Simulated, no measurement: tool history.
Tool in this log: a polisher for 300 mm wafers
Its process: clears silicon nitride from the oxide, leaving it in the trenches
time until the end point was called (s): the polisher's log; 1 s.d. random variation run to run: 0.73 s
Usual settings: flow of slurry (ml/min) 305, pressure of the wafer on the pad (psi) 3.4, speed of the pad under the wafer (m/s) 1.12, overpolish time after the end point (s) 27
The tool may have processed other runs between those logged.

run   hour  flow of slurry (ml/min)  pressure of the wafer on the pad (psi)  speed of the pad under the wafer (m/s)  overpolish time after the end point (s)  incoming thickness of the incoming film, nm  time until the end point was called (s)
  1      0                      305                                     3.4                                    1.12                                       27                                         99.9                                     93.5
      25.2  -- worn pad replaced by a new one
      35.4  -- slurry nozzle cleaned
  2     47                      305                                     3.4                                    1.12                                       27                                        101.1                                     91.3
  3   93.5                      305                                     3.4                                    1.12                                       27                                        100.1                                     92.6
  4  140.2                      305                                     3.4                                    1.12                                       27                                        100.7                                     93.2
     199.4  -- worn pad replaced by a new one
  5  199.9                      305                                     3.4                                    1.12                                       27                                         99.3                                     89.6
  6  241.2                      305                                     3.4                                    1.12                                       27                                         99.3                                     91.4
  7  277.4                      305                                     3.4                                    1.12                                       27                                        100.6                                     92.8
  8  308.9                      305                                     3.4                                    1.12                                       27                                         99.2                                     92.8
     316.7  -- head pressure recalibrated
  9  363.8                      390                                     3.4                                    0.96                                       34                                           98                                    104.6
     372.4  -- worn pad replaced by a new one
 10  415.5                      305                                     2.5                                     1.4                                       16                                         99.5                                     98.9
 11  460.6                      305                                     3.4                                    1.12                                       27                                        100.2                                     92.2
     530.1  -- worn pad replaced by a new one
     561.8  -- slurry nozzle cleaned
 12  611.9                      385                                     2.3                                    1.48                                       27                                        100.4                                    101.9
 13  679.2                      405                                     3.4                                    0.84                                       27                                        100.6                                      122
     699.7  -- worn pad replaced by a new one
 14  704.3                      305                                     4.1                                    1.12                                       35                                          100                                     73.7
 15    751                      305                                     3.1                                    1.12                                       27                                         98.9                                    100.2
 16  784.5                      305                                     3.4                                    1.12                                       27                                         99.5                                       93
 17    815                      305                                     3.4                                    1.12                                       27                                         99.6                                     93.3

State the hidden condition of the tool at each of the runs:
slurry flow missing at the pad, %: 0 across all the runs
deviation of the head's pressure from its setpoint, %: 0 across all the runs
H1: removal rate lost through wear of the pad, %
run     H1
  1   4.99
  2   2.03
  3      4
  4   4.84
  5   1.25
  6   3.95
  7   5.11
  8   5.65
  9   6.08
 10   3.26
 11   4.57
 12    4.2
 13   5.01
 14  0.784
 15    3.5
 16   4.42
 17   4.88

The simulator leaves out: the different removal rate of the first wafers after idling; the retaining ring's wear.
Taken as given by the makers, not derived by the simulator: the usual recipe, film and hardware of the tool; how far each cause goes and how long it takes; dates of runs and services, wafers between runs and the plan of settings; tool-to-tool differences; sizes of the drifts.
